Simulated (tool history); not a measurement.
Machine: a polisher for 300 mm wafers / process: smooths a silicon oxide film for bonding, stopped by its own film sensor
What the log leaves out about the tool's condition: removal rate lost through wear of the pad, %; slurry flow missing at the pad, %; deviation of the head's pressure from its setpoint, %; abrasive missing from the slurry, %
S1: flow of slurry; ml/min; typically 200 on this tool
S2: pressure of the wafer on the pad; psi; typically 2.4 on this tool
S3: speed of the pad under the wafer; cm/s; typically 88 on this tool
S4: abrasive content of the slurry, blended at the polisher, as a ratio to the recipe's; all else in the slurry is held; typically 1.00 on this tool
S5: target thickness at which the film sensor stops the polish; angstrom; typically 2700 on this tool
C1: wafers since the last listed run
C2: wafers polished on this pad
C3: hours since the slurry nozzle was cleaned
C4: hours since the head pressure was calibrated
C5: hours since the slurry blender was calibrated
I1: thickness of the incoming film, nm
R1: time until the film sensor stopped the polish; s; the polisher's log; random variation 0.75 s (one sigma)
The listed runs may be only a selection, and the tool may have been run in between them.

run 1 day=0.000 | S1=250 S2=2.4 S3=88 S4=1.00 S5=2700 | C1=0 C2=2181 C3=225.8 C4=321.0 C5=367.1 | I1=318.7 | R1=72.1
-- day=2.362 head pressure recalibrated
-- day=2.379 slurry blender recalibrated
run 2 day=2.462 | S1=250 S2=2.4 S3=88 S4=1.00 S5=2700 | C1=494 C2=2676 C3=284.9 C4=2.4 C5=2.0 | I1=320.0 | R1=68.0
-- day=3.642 worn pad replaced by a new one
run 3 day=4.412 | S1=200 S2=2.4 S3=88 S4=1.00 S5=2700 | C1=373 C2=161 C3=331.7 C4=49.2 C5=48.8 | I1=319.6 | R1=68.9
run 4 day=5.612 | S1=200 S2=2.4 S3=88 S4=1.00 S5=2700 | C1=251 C2=412 C3=360.5 C4=78.0 C5=77.6 | I1=321.9 | R1=72.4
run 5 day=8.471 | S1=200 S2=2.4 S3=88 S4=1.00 S5=2700 | C1=598 C2=1010 C3=429.1 C4=146.6 C5=146.2 | I1=317.0 | R1=68.4
run 6 day=9.725 | S1=200 S2=2.4 S3=88 S4=1.00 S5=2700 | C1=262 C2=1273 C3=459.2 C4=176.7 C5=176.3 | I1=317.8 | R1=68.7
run 7 day=10.771 | S1=200 S2=2.4 S3=88 S4=1.00 S5=2700 | C1=218 C2=1492 C3=484.3 C4=201.8 C5=201.4 | I1=320.0 | R1=71.5
run 8 day=11.979 | S1=200 S2=2.9 S3=88 S4=1.00 S5=2700 | C1=252 C2=1745 C3=513.3 C4=230.8 C5=230.4 | I1=322.3 | R1=63.9
-- day=12.629 slurry nozzle cleaned
run 9 day=13.662 | S1=200 S2=2.4 S3=88 S4=1.00 S5=2700 | C1=343 C2=2088 C3=24.8 C4=271.2 C5=270.8 | I1=322.4 | R1=79.0
run 10 day=16.004 | S1=235 S2=1.6 S3=76 S4=1.00 S5=2700 | C1=490 C2=2578 C3=81.0 C4=327.4 C5=327.0 | I1=320.4 | R1=123.3
-- day=16.546 head pressure recalibrated
run 11 day=17.625 | S1=180 S2=2.4 S3=66 S4=0.85 S5=2870 | C1=321 C2=2900 C3=119.9 C4=25.9 C5=365.9 | I1=317.3 | R1=63.5
run 12 day=19.092 | S1=135 S2=2.4 S3=88 S4=1.20 S5=2700 | C1=306 C2=3207 C3=155.1 C4=61.1 C5=401.1 | I1=322.1 | R1=74.8
-- day=19.600 slurry blender recalibrated
run 13 day=20.338 | S1=180 S2=2.4 S3=66 S4=0.85 S5=2870 | C1=243 C2=3450 C3=185.0 C4=91.0 C5=17.7 | I1=318.6 | R1=58.7
-- day=20.638 worn pad replaced by a new one
run 14 day=22.529 | S1=200 S2=2.4 S3=88 S4=1.00 S5=2700 | C1=423 C2=396 C3=237.6 C4=143.6 C5=70.3 | I1=318.8 | R1=69.4
run 15 day=23.850 | S1=200 S2=2.4 S3=108 S4=1.00 S5=2700 | C1=276 C2=672 C3=269.3 C4=175.3 C5=102.0 | I1=317.9 | R1=61.5
run 16 day=26.679 | S1=200 S2=2.4 S3=88 S4=1.00 S5=2700 | C1=592 C2=1264 C3=337.2 C4=243.2 C5=169.9 | I1=323.2 | R1=76.0
run 17 day=29.233 | S1=225 S2=2.9 S3=88 S4=0.80 S5=2630 | C1=534 C2=1799 C3=398.5 C4=304.5 C5=231.2 | I1=323.2 | R1=91.3
run 18 day=30.679 | S1=250 S2=2.9 S3=88 S4=1.30 S5=2860 | C1=302 C2=2101 C3=433.2 C4=339.2 C5=265.9 | I1=322.8 | R1=36.6
-- day=31.292 head pressure recalibrated
-- day=32.254 slurry nozzle cleaned
run 19 day=32.700 | S1=200 S2=2.4 S3=88 S4=1.00 S5=2700 | C1=396 C2=2498 C3=10.7 C4=33.8 C5=314.4 | I1=318.5 | R1=73.7
run 20 day=35.483 | S1=200 S2=1.6 S3=106 S4=1.20 S5=2860 | C1=582 C2=3081 C3=77.5 C4=100.6 C5=381.2 | I1=320.9 | R1=64.9
-- day=36.850 slurry blender recalibrated
-- day=37.808 worn pad replaced by a new one
run 21 day=38.267 | S1=200 S2=2.4 S3=88 S4=0.85 S5=2830 | C1=530 C2=96 C3=144.3 C4=167.4 C5=34.0 | I1=318.1 | R1=57.4
run 22 day=39.750 | S1=200 S2=2.4 S3=88 S4=1.00 S5=2590 | C1=310 C2=406 C3=179.9 C4=203.0 C5=69.6 | I1=319.1 | R1=83.6
run 23 day=41.121 | S1=200 S2=2.4 S3=88 S4=1.00 S5=2700 | C1=286 C2=693 C3=212.8 C4=235.9 C5=102.5 | I1=314.3 | R1=61.3
run 24 day=43.138 | S1=200 S2=2.4 S3=110 S4=1.00 S5=2700 | C1=422 C2=1115 C3=261.2 C4=284.3 C5=150.9 | I1=323.1 | R1=69.0
run 25 day=44.400 | S1=230 S2=2.4 S3=88 S4=1.00 S5=2700 | C1=264 C2=1379 C3=291.5 C4=314.6 C5=181.2 | I1=317.7 | R1=66.9
run 26 day=45.525 | S1=245 S2=2.4 S3=108 S4=1.00 S5=2700 | C1=235 C2=1615 C3=318.5 C4=341.6 C5=208.2 | I1=318.5 | R1=61.6
-- day=45.750 head pressure recalibrated
run 27 day=47.167 | S1=200 S2=2.4 S3=88 S4=1.00 S5=2700 | C1=326 C2=1941 C3=357.9 C4=34.0 C5=247.6 | I1=322.8 | R1=77.6
run 28 day=49.012 | S1=200 S2=2.4 S3=88 S4=1.00 S5=2700 | C1=386 C2=2327 C3=402.2 C4=78.3 C5=291.9 | I1=323.8 | R1=82.4
run 29 day=51.846 | S1=175 S2=2.9 S3=60 S4=0.70 S5=2700 | C1=593 C2=2920 C3=470.2 C4=146.3 C5=359.9 | I1=316.8 | R1=108.8
-- day=52.300 slurry nozzle cleaned
run 30 day=53.108 | S1=255 S2=2.4 S3=88 S4=1.00 S5=2560 | C1=255 C2=3176 C3=19.4 C4=176.6 C5=390.2 | I1=319.5 | R1=96.5
run 31 day=55.104 | S1=200 S2=3.2 S3=88 S4=1.00 S5=2700 | C1=417 C2=3593 C3=67.3 C4=224.5 C5=438.1 | I1=322.5 | R1=62.7

Entry by entry between the runs, the difference in hidden state between the last listed run before and the first listed run after:
Logged between run 1 and run 2: head pressure recalibrated (day 2.362); slurry blender recalibrated (day 2.379)
  abrasive missing from the slurry, %: 11.5 -> 0.306
  difference, measured minus the result without the unlogged condition, R1: +7.2 -> +0.2 s
Logged between run 2 and run 3: worn pad replaced by a new one (day 3.642)
  abrasive missing from the slurry, %: 0.306 -> 1.74
  difference, measured minus the result without the unlogged condition, R1: +0.2 -> +0.9 s
Logged between run 8 and run 9: slurry nozzle cleaned (day 12.629)
  abrasive missing from the slurry, %: 7.33 -> 8.57
  difference, measured minus the result without the unlogged condition, R1: +3.9 -> +5.7 s
Logged between run 10 and run 11: head pressure recalibrated (day 16.546)
  abrasive missing from the slurry, %: 10.3 -> 11.5
  difference, measured minus the result without the unlogged condition, R1: +10.9 -> +7.2 s
Logged between run 12 and run 13: slurry blender recalibrated (day 19.600)
  abrasive missing from the slurry, %: 12.6 -> 1.4
  difference, measured minus the result without the unlogged condition, R1: +7.1 -> +0.8 s
Logged between run 13 and run 14: worn pad replaced by a new one (day 20.638)
  abrasive missing from the slurry, %: 1.4 -> 3.02
  difference, measured minus the result without the unlogged condition, R1: +0.8 -> +1.6 s
Logged between run 18 and run 19: head pressure recalibrated (day 31.292); slurry nozzle cleaned (day 32.254)
  abrasive missing from the slurry, %: 9.04 -> 10.5
  difference, measured minus the result without the unlogged condition, R1: +2.2 -> +6.6 s
Logged between run 20 and run 21: slurry blender recalibrated (day 36.850); worn pad replaced by a new one (day 37.808)
  abrasive missing from the slurry, %: 12.6 -> 1.47
  difference, measured minus the result without the unlogged condition, R1: +6.1 -> +0.7 s
Logged between run 26 and run 27: head pressure recalibrated (day 45.750)
  abrasive missing from the slurry, %: 6.83 -> 8.04
  difference, measured minus the result without the unlogged condition, R1: +3.5 -> +5.2 s
Logged between run 29 and run 30: slurry nozzle cleaned (day 52.300)
  abrasive missing from the slurry, %: 11.5 -> 12.4
  difference, measured minus the result without the unlogged condition, R1: +14.4 -> +10.4 s
